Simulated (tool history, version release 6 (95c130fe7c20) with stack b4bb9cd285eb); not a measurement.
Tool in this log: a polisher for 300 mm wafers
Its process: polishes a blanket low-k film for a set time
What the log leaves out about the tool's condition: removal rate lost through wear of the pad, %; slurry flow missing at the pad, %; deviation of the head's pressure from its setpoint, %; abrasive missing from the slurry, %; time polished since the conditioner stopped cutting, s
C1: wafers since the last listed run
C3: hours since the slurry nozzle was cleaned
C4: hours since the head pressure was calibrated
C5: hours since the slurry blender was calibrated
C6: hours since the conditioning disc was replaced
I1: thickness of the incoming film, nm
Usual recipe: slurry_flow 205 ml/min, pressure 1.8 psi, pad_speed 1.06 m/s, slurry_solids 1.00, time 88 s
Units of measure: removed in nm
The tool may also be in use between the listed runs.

{"run": 1, "hour": 0.0, "slurry_flow": 205, "pressure": 1.8, "pad_speed": 1.36, "slurry_solids": 1.0, "time": 88, "C1": 0, "wafers polished on this pad": 3680, "C3": 177.0, "C4": 200.1, "C5": 387.0, "C6": 74.1, "I1": 631.1, "removed": 41.5}
{"run": 2, "hour": 32.6, "slurry_flow": 205, "pressure": 1.8, "pad_speed": 1.06, "slurry_solids": 1.0, "time": 96, "C1": 370, "wafers polished on this pad": 4051, "C3": 209.6, "C4": 232.7, "C5": 419.6, "C6": 106.7, "I1": 630.0, "removed": 37.5}
{"hour": 68.3, "done": "slurry blender recalibrated"}
{"run": 3, "hour": 70.8, "slurry_flow": 205, "pressure": 2.1, "pad_speed": 1.06, "slurry_solids": 1.0, "time": 88, "C1": 411, "wafers polished on this pad": 4462, "C3": 247.8, "C4": 270.9, "C5": 2.5, "C6": 144.9, "I1": 623.9, "removed": 39.8}
{"hour": 97.1, "done": "worn pad replaced by a new one"}
{"run": 4, "hour": 99.1, "slurry_flow": 205, "pressure": 1.8, "pad_speed": 1.06, "slurry_solids": 1.0, "time": 88, "C1": 275, "wafers polished on this pad": 23, "C3": 276.1, "C4": 299.2, "C5": 30.8, "C6": 173.2, "I1": 631.4, "removed": 37.1}
{"run": 5, "hour": 155.7, "slurry_flow": 205, "pressure": 1.8, "pad_speed": 1.06, "slurry_solids": 1.0, "time": 88, "C1": 642, "wafers polished on this pad": 666, "C3": 332.7, "C4": 355.8, "C5": 87.4, "C6": 229.8, "I1": 642.6, "removed": 37.9}
{"run": 6, "hour": 221.8, "slurry_flow": 205, "pressure": 1.5, "pad_speed": 1.06, "slurry_solids": 1.0, "time": 88, "C1": 750, "wafers polished on this pad": 1416, "C3": 398.8, "C4": 421.9, "C5": 153.5, "C6": 295.9, "I1": 644.6, "removed": 30.5}
{"hour": 265.4, "done": "head pressure recalibrated"}
{"run": 7, "hour": 267.4, "slurry_flow": 205, "pressure": 1.8, "pad_speed": 1.06, "slurry_solids": 1.0, "time": 63, "C1": 495, "wafers polished on this pad": 1912, "C3": 444.4, "C4": 2.0, "C5": 199.1, "C6": 341.5, "I1": 620.7, "removed": 26.0}
{"hour": 273.3, "done": "slurry nozzle cleaned"}
{"run": 8, "hour": 298.3, "slurry_flow": 145, "pressure": 1.4, "pad_speed": 1.06, "slurry_solids": 1.0, "time": 88, "C1": 339, "wafers polished on this pad": 2251, "C3": 25.0, "C4": 32.9, "C5": 230.0, "C6": 372.4, "I1": 635.3, "removed": 25.8}
{"hour": 302.5, "done": "conditioning disc replaced and pad reconditioned"}
{"hour": 455.3, "done": "slurry blender recalibrated"}
{"hour": 459.3, "done": "worn pad replaced by a new one"}
{"run": 9, "hour": 459.8, "slurry_flow": 205, "pressure": 1.8, "pad_speed": 1.06, "slurry_solids": 1.0, "time": 88, "C1": 1744, "wafers polished on this pad": 6, "C3": 186.5, "C4": 194.4, "C5": 4.5, "C6": 157.3, "I1": 621.8, "removed": 38.0}
{"run": 10, "hour": 493.7, "slurry_flow": 205, "pressure": 2.2, "pad_speed": 1.06, "slurry_solids": 1.0, "time": 88, "C1": 385, "wafers polished on this pad": 391, "C3": 220.4, "C4": 228.3, "C5": 38.4, "C6": 191.2, "I1": 639.4, "removed": 46.1}
{"run": 11, "hour": 523.3, "slurry_flow": 205, "pressure": 1.8, "pad_speed": 1.2, "slurry_solids": 1.0, "time": 118, "C1": 336, "wafers polished on this pad": 727, "C3": 250.0, "C4": 257.9, "C5": 68.0, "C6": 220.8, "I1": 632.1, "removed": 54.0}
{"run": 12, "hour": 585.1, "slurry_flow": 205, "pressure": 1.8, "pad_speed": 1.06, "slurry_solids": 1.0, "time": 88, "C1": 701, "wafers polished on this pad": 1429, "C3": 311.8, "C4": 319.7, "C5": 129.8, "C6": 282.6, "I1": 630.9, "removed": 37.0}
{"run": 13, "hour": 660.3, "slurry_flow": 205, "pressure": 1.8, "pad_speed": 1.06, "slurry_solids": 1.0, "time": 88, "C1": 854, "wafers polished on this pad": 2283, "C3": 387.0, "C4": 394.9, "C5": 205.0, "C6": 357.8, "I1": 631.2, "removed": 36.0}
{"hour": 674.9, "done": "head pressure recalibrated"}
{"hour": 685.6, "done": "conditioning disc replaced and pad reconditioned"}
{"run": 14, "hour": 692.7, "slurry_flow": 205, "pressure": 1.8, "pad_speed": 1.06, "slurry_solids": 1.0, "time": 88, "C1": 322, "wafers polished on this pad": 2605, "C3": 419.4, "C4": 17.8, "C5": 237.4, "C6": 7.1, "I1": 641.9, "removed": 36.1}
{"hour": 693.9, "done": "slurry nozzle cleaned"}
{"run": 15, "hour": 740.5, "slurry_flow": 205, "pressure": 1.8, "pad_speed": 1.06, "slurry_solids": 1.0, "time": 59, "C1": 531, "wafers polished on this pad": 3137, "C3": 46.6, "C4": 65.6, "C5": 285.2, "C6": 54.9, "I1": 635.0, "removed": 23.9}
{"run": 16, "hour": 774.1, "slurry_flow": 205, "pressure": 1.8, "pad_speed": 1.06, "slurry_solids": 0.85, "time": 88, "C1": 381, "wafers polished on this pad": 3518, "C3": 80.2, "C4": 99.2, "C5": 318.8, "C6": 88.5, "I1": 625.1, "removed": 33.8}
{"run": 17, "hour": 803.1, "slurry_flow": 205, "pressure": 1.5, "pad_speed": 1.06, "slurry_solids": 1.0, "time": 114, "C1": 329, "wafers polished on this pad": 3848, "C3": 109.2, "C4": 128.2, "C5": 347.8, "C6": 117.5, "I1": 635.1, "removed": 37.8}
{"hour": 815.1, "done": "worn pad replaced by a new one"}
{"hour": 839.0, "done": "slurry blender recalibrated"}
{"run": 18, "hour": 842.1, "slurry_flow": 245, "pressure": 1.8, "pad_speed": 1.06, "slurry_solids": 0.85, "time": 88, "C1": 374, "wafers polished on this pad": 284, "C3": 148.2, "C4": 167.2, "C5": 3.1, "C6": 156.5, "I1": 635.1, "removed": 36.1}
{"run": 19, "hour": 901.4, "slurry_flow": 205, "pressure": 1.8, "pad_speed": 1.06, "slurry_solids": 1.0, "time": 88, "C1": 673, "wafers polished on this pad": 957, "C3": 207.5, "C4": 226.5, "C5": 62.4, "C6": 215.8, "I1": 629.9, "removed": 38.0}
{"run": 20, "hour": 927.8, "slurry_flow": 205, "pressure": 2.1, "pad_speed": 1.06, "slurry_solids": 1.0, "time": 88, "C1": 299, "wafers polished on this pad": 1257, "C3": 233.9, "C4": 252.9, "C5": 88.8, "C6": 242.2, "I1": 627.6, "removed": 43.7}
{"run": 21, "hour": 983.3, "slurry_flow": 250, "pressure": 1.8, "pad_speed": 1.4, "slurry_solids": 1.2, "time": 100, "C1": 630, "wafers polished on this pad": 1887, "C3": 289.4, "C4": 308.4, "C5": 144.3, "C6": 297.7, "I1": 630.7, "removed": 55.9}
{"hour": 1041.0, "done": "conditioning disc replaced and pad reconditioned"}
{"run": 22, "hour": 1050.1, "slurry_flow": 205, "pressure": 1.8, "pad_speed": 1.06, "slurry_solids": 1.0, "time": 112, "C1": 735, "wafers polished on this pad": 2623, "C3": 356.2, "C4": 375.2, "C5": 211.1, "C6": 9.1, "I1": 634.4, "removed": 45.1}
{"hour": 1052.5, "done": "slurry nozzle cleaned"}
{"run": 23, "hour": 1082.9, "slurry_flow": 205, "pressure": 2.1, "pad_speed": 1.32, "slurry_solids": 1.15, "time": 88, "C1": 361, "wafers polished on this pad": 2984, "C3": 30.4, "C4": 408.0, "C5": 243.9, "C6": 41.9, "I1": 625.5, "removed": 51.8}
{"run": 24, "hour": 1107.6, "slurry_flow": 255, "pressure": 1.8, "pad_speed": 1.06, "slurry_solids": 1.0, "time": 88, "C1": 280, "wafers polished on this pad": 3265, "C3": 55.1, "C4": 432.7, "C5": 268.6, "C6": 66.6, "I1": 631.0, "removed": 36.9}
{"run": 25, "hour": 1179.5, "slurry_flow": 275, "pressure": 1.8, "pad_speed": 1.06, "slurry_solids": 1.0, "time": 88, "C1": 816, "wafers polished on this pad": 4082, "C3": 127.0, "C4": 504.6, "C5": 340.5, "C6": 138.5, "I1": 623.6, "removed": 36.3}
{"hour": 1190.9, "done": "head pressure recalibrated"}
{"hour": 1197.1, "done": "worn pad replaced by a new one"}
{"run": 26, "hour": 1242.7, "slurry_flow": 205, "pressure": 1.8, "pad_speed": 1.06, "slurry_solids": 1.0, "time": 88, "C1": 649, "wafers polished on this pad": 517, "C3": 190.2, "C4": 51.8, "C5": 403.7, "C6": 201.7, "I1": 638.0, "removed": 37.4}

For each entry between runs, how does the tool's hidden state at the last listed run before it compare with that at the first listed run after it?
From run 2 to run 3: slurry blender recalibrated (hour 68.3)
  removal rate lost through wear of the pad, %: 10.4 -> 11.4
  difference, measured minus the result without the unlogged condition, removed: -4.3 -> -5.1 nm
From run 3 to run 4: worn pad replaced by a new one (hour 97.1)
  removal rate lost through wear of the pad, %: 11.4 -> 2.03
  difference, measured minus the result without the unlogged condition, removed: -5.1 -> -0.8 nm
From run 6 to run 7: head pressure recalibrated (hour 265.4)
  removal rate lost through wear of the pad, %: 5.09 -> 6.23
  difference, measured minus the result without the unlogged condition, removed: -1.7 -> -1.7 nm
From run 7 to run 8: slurry nozzle cleaned (hour 273.3)
  removal rate lost through wear of the pad, %: 6.23 -> 7
  difference, measured minus the result without the unlogged condition, removed: -1.7 -> -2.0 nm
From run 8 to run 9: conditioning disc replaced and pad reconditioned (hour 302.5); slurry blender recalibrated (hour 455.3); worn pad replaced by a new one (hour 459.3)
  removal rate lost through wear of the pad, %: 7 -> 0.0646
  difference, measured minus the result without the unlogged condition, removed: -2.0 -> -0.1 nm
From run 13 to run 14: head pressure recalibrated (hour 674.9); conditioning disc replaced and pad reconditioned (hour 685.6)
  removal rate lost through wear of the pad, %: 5.07 -> 5.88
  difference, measured minus the result without the unlogged condition, removed: -1.9 -> -2.2 nm
From run 14 to run 15: slurry nozzle cleaned (hour 693.9)
  removal rate lost through wear of the pad, %: 5.88 -> 7.07
  difference, measured minus the result without the unlogged condition, removed: -2.2 -> -1.9 nm
From run 17 to run 18: worn pad replaced by a new one (hour 815.1); slurry blender recalibrated (hour 839.0)
  removal rate lost through wear of the pad, %: 8.63 -> 1.06
  difference, measured minus the result without the unlogged condition, removed: -3.5 -> -0.4 nm
From run 21 to run 22: conditioning disc replaced and pad reconditioned (hour 1041.0)
  removal rate lost through wear of the pad, %: 4.58 -> 6.25
  difference, measured minus the result without the unlogged condition, removed: -2.7 -> -3.0 nm
From run 22 to run 23: slurry nozzle cleaned (hour 1052.5)
  removal rate lost through wear of the pad, %: 6.25 -> 7.06
  difference, measured minus the result without the unlogged condition, removed: -3.0 -> -4.0 nm
From run 25 to run 26: head pressure recalibrated (hour 1190.9); worn pad replaced by a new one (hour 1197.1)
  removal rate lost through wear of the pad, %: 9.47 -> 1.6
  difference, measured minus the result without the unlogged condition, removed: -3.8 -> -0.6 nm
